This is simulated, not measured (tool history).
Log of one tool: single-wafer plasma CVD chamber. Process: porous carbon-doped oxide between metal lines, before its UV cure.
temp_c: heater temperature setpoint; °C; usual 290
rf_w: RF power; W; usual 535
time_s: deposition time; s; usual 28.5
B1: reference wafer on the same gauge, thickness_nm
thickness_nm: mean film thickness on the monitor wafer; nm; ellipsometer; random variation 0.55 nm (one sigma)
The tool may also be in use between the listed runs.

Run 1, hour 0.0: usual settings; B1 171.153. Result: thickness_nm 154.486 nm.
Run 2, hour 33.2: usual settings but time_s 31.6 s; B1 170.803. Result: thickness_nm 170.005 nm.
Run 3, hour 55.9: usual settings but time_s 31.6 s; B1 170.840. Result: thickness_nm 169.908 nm.
Run 4, hour 89.5: usual settings; B1 171.133. Result: thickness_nm 154.447 nm.
Run 5, hour 101.7: usual settings; B1 171.185. Result: thickness_nm 154.401 nm.
Run 6, hour 114.9: usual settings; B1 170.959. Result: thickness_nm 153.102 nm.
Run 7, hour 133.3: usual settings but temp_c 299 °C; B1 170.903. Result: thickness_nm 144.799 nm.
Run 8, hour 158.4: usual settings but temp_c 299 °C; B1 170.948. Result: thickness_nm 143.798 nm.
Run 9, hour 174.1: usual settings; B1 170.859. Result: thickness_nm 153.442 nm.
Run 10, hour 208.6: usual settings; B1 171.017. Result: thickness_nm 153.543 nm.
Run 11, hour 237.5: usual settings; B1 171.064. Result: thickness_nm 153.772 nm.
Run 12, hour 253.6: usual settings but temp_c 300 °C, time_s 23.2 s; B1 171.106. Result: thickness_nm 117.279 nm.
Run 13, hour 288.5: usual settings but temp_c 299 °C, rf_w 470 W, time_s 25.9 s; B1 170.976. Result: thickness_nm 123.410 nm.
Run 14, hour 306.0: usual settings but rf_w 495 W; B1 170.847. Result: thickness_nm 147.262 nm.
Run 15, hour 325.4: usual settings but temp_c 277 °C, rf_w 580 W, time_s 26.2 s; B1 170.870. Result: thickness_nm 161.155 nm.
Run 16, hour 366.8: usual settings but time_s 30.6 s; B1 170.931. Result: thickness_nm 172.356 nm.
Run 17, hour 387.6: usual settings but temp_c 285 °C, rf_w 470 W, time_s 25.7 s; B1 170.934. Result: thickness_nm 140.945 nm.
Run 18, hour 406.7: usual settings but temp_c 294 °C, rf_w 605 W; B1 170.797. Result: thickness_nm 165.405 nm.
Run 19, hour 430.1: usual settings but time_s 22.8 s; B1 170.796. Result: thickness_nm 128.763 nm.
Run 20, hour 466.0: usual settings; B1 170.852. Result: thickness_nm 159.695 nm.
Run 21, hour 488.8: usual settings but temp_c 302 °C, time_s 32.0 s; B1 171.002. Result: thickness_nm 164.032 nm.
Run 22, hour 518.1: usual settings; B1 171.116. Result: thickness_nm 158.686 nm.

Taken out of this log: 4 entries between the listed runs. Where each belongs, and how the hidden state differs across it:
Between runs 7 and 8: gauge calibrated (hour 157.6)
  delivered RF power above the setpoint (%): -9.06 -> -9.09
  measured less the result without the state, thickness_nm: -6.939 -> -6.917 nm
Between runs 9 and 10: thermocouple changed; heater temperature recalibrated (hour 202.7)
  delivered RF power above the setpoint (%): -9.11 -> -9.15
  measured less the result without the state, thickness_nm: -7.396 -> -7.435 nm
Between runs 15 and 16: RF generator calibrated (hour 366.3)
  delivered RF power above the setpoint (%): -9.25 -> -0.729
  measured less the result without the state, thickness_nm: -7.817 -> -0.629 nm
Between runs 16 and 17: showerhead replaced (hour 377.4)
  delivered RF power above the setpoint (%): -0.729 -> -1.14
  measured less the result without the state, thickness_nm: -0.629 -> -0.821 nm
